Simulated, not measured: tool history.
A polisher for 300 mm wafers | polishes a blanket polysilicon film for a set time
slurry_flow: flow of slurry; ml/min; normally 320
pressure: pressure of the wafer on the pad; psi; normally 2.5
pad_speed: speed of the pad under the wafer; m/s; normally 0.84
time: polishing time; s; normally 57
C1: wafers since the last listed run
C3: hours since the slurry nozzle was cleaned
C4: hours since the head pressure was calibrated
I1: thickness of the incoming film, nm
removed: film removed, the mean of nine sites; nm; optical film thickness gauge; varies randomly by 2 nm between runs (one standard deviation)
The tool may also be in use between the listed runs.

run 1 day=0.000 | slurry_flow=240 pressure=2.5 pad_speed=0.84 time=45 | C1=0 wafers_polished_on_this_pad=1006 C3=75.7 C4=769.2 | I1=1012.4 | removed=248.7
-- day=0.392 worn pad replaced by a new one
run 2 day=2.058 | slurry_flow=240 pressure=2.5 pad_speed=0.84 time=45 | C1=401 wafers_polished_on_this_pad=353 C3=125.1 C4=818.6 | I1=1017.7 | removed=247.5
run 3 day=2.417 | slurry_flow=240 pressure=2.5 pad_speed=0.84 time=45 | C1=76 wafers_polished_on_this_pad=429 C3=133.7 C4=827.2 | I1=1012.1 | removed=248.0
run 4 day=2.946 | slurry_flow=320 pressure=2.5 pad_speed=0.84 time=46 | C1=112 wafers_polished_on_this_pad=541 C3=146.4 C4=839.9 | I1=1010.8 | removed=260.6
run 5 day=3.600 | slurry_flow=320 pressure=2.5 pad_speed=0.84 time=46 | C1=138 wafers_polished_on_this_pad=680 C3=162.1 C4=855.6 | I1=1000.8 | removed=262.1
run 6 day=4.296 | slurry_flow=320 pressure=2.5 pad_speed=1.02 time=57 | C1=147 wafers_polished_on_this_pad=828 C3=178.8 C4=872.3 | I1=979.2 | removed=391.5
run 7 day=4.646 | slurry_flow=320 pressure=2.5 pad_speed=1.02 time=57 | C1=74 wafers_polished_on_this_pad=902 C3=187.2 C4=880.7 | I1=995.6 | removed=391.1
run 8 day=5.083 | slurry_flow=320 pressure=2.5 pad_speed=1.02 time=57 | C1=92 wafers_polished_on_this_pad=995 C3=197.7 C4=891.2 | I1=1006.7 | removed=393.1
run 9 day=5.804 | slurry_flow=320 pressure=2.5 pad_speed=0.84 time=57 | C1=152 wafers_polished_on_this_pad=1148 C3=215.0 C4=908.5 | I1=1007.4 | removed=323.5
run 10 day=6.188 | slurry_flow=320 pressure=2.5 pad_speed=0.84 time=57 | C1=81 wafers_polished_on_this_pad=1229 C3=224.2 C4=917.7 | I1=1018.0 | removed=323.0
run 11 day=6.571 | slurry_flow=320 pressure=2.5 pad_speed=0.84 time=57 | C1=81 wafers_polished_on_this_pad=1310 C3=233.4 C4=926.9 | I1=998.7 | removed=325.7
-- day=6.979 worn pad replaced by a new one
run 12 day=7.079 | slurry_flow=320 pressure=2.5 pad_speed=0.84 time=57 | C1=72 wafers_polished_on_this_pad=21 C3=245.6 C4=939.1 | I1=999.4 | removed=326.6
run 13 day=7.767 | slurry_flow=320 pressure=2.5 pad_speed=0.84 time=57 | C1=145 wafers_polished_on_this_pad=167 C3=262.1 C4=955.6 | I1=1021.4 | removed=325.1
run 14 day=8.271 | slurry_flow=260 pressure=1.7 pad_speed=0.84 time=57 | C1=106 wafers_polished_on_this_pad=274 C3=274.2 C4=967.7 | I1=1001.4 | removed=215.7
run 15 day=8.638 | slurry_flow=320 pressure=2.5 pad_speed=0.84 time=57 | C1=77 wafers_polished_on_this_pad=352 C3=283.0 C4=976.5 | I1=995.2 | removed=328.7
run 16 day=9.025 | slurry_flow=320 pressure=2.0 pad_speed=0.98 time=57 | C1=82 wafers_polished_on_this_pad=434 C3=292.3 C4=985.8 | I1=985.1 | removed=303.3
-- day=9.646 head pressure recalibrated
run 17 day=9.662 | slurry_flow=320 pressure=2.8 pad_speed=0.84 time=40 | C1=117 wafers_polished_on_this_pad=551 C3=307.6 C4=0.4 | I1=991.8 | removed=227.9
run 18 day=10.000 | slurry_flow=320 pressure=2.5 pad_speed=0.84 time=57 | C1=71 wafers_polished_on_this_pad=623 C3=315.7 C4=8.5 | I1=996.8 | removed=284.5
run 19 day=10.692 | slurry_flow=320 pressure=2.5 pad_speed=0.84 time=46 | C1=146 wafers_polished_on_this_pad=770 C3=332.3 C4=25.1 | I1=986.3 | removed=233.0
run 20 day=11.088 | slurry_flow=365 pressure=2.5 pad_speed=0.84 time=57 | C1=83 wafers_polished_on_this_pad=854 C3=341.8 C4=34.6 | I1=985.3 | removed=287.1
run 21 day=11.712 | slurry_flow=320 pressure=2.5 pad_speed=0.84 time=49 | C1=132 wafers_polished_on_this_pad=986 C3=356.8 C4=49.6 | I1=998.0 | removed=244.4
-- day=12.038 slurry nozzle cleaned
run 22 day=12.338 | slurry_flow=395 pressure=2.8 pad_speed=1.12 time=49 | C1=123 wafers_polished_on_this_pad=1110 C3=7.2 C4=64.6 | I1=1002.8 | removed=387.2
run 23 day=12.721 | slurry_flow=240 pressure=2.8 pad_speed=0.60 time=47 | C1=81 wafers_polished_on_this_pad=1191 C3=16.4 C4=73.8 | I1=990.5 | removed=193.7
-- day=13.212 worn pad replaced by a new one
run 24 day=14.908 | slurry_flow=430 pressure=3.1 pad_speed=0.84 time=57 | C1=428 wafers_polished_on_this_pad=359 C3=68.9 C4=126.3 | I1=999.1 | removed=375.5
run 25 day=15.179 | slurry_flow=265 pressure=2.8 pad_speed=0.84 time=57 | C1=57 wafers_polished_on_this_pad=417 C3=75.4 C4=132.8 | I1=1015.7 | removed=332.7
run 26 day=15.912 | slurry_flow=320 pressure=2.5 pad_speed=1.02 time=57 | C1=155 wafers_polished_on_this_pad=572 C3=93.0 C4=150.4 | I1=998.9 | removed=358.8

Exercise: give the hidden state of the tool at every run:
removal rate lost through wear of the pad, %: 0 in every run
H1: slurry flow missing at the pad, %
H2: deviation of the head's pressure from its setpoint, %
run=1 H1=2.63 H2=7.01
run=2 H1=5.36 H2=7.9
run=3 H1=5.97 H2=8.06
run=4 H1=6.95 H2=8.3
run=5 H1=8.29 H2=8.6
run=6 H1=9.85 H2=8.92
run=7 H1=10.7 H2=9.09
run=8 H1=11.8 H2=9.3
run=9 H1=13.8 H2=9.65
run=10 H1=14.9 H2=9.84
run=11 H1=16 H2=10
run=12 H1=17.7 H2=10.3
run=13 H1=20 H2=10.6
run=14 H1=21.7 H2=10.9
run=15 H1=23.1 H2=11.1
run=16 H1=24.6 H2=11.3
run=17 H1=27.1 H2=-0.868
run=18 H1=28.5 H2=-0.868
run=19 H1=31.4 H2=-0.861
run=20 H1=33.2 H2=-0.855
run=21 H1=36.1 H2=-0.84
run=22 H1=1.35 H2=-0.821
run=23 H1=1.41 H2=-0.807
run=24 H1=2.64 H2=-0.688
run=25 H1=2.9 H2=-0.668
run=26 H1=3.71 H2=-0.612
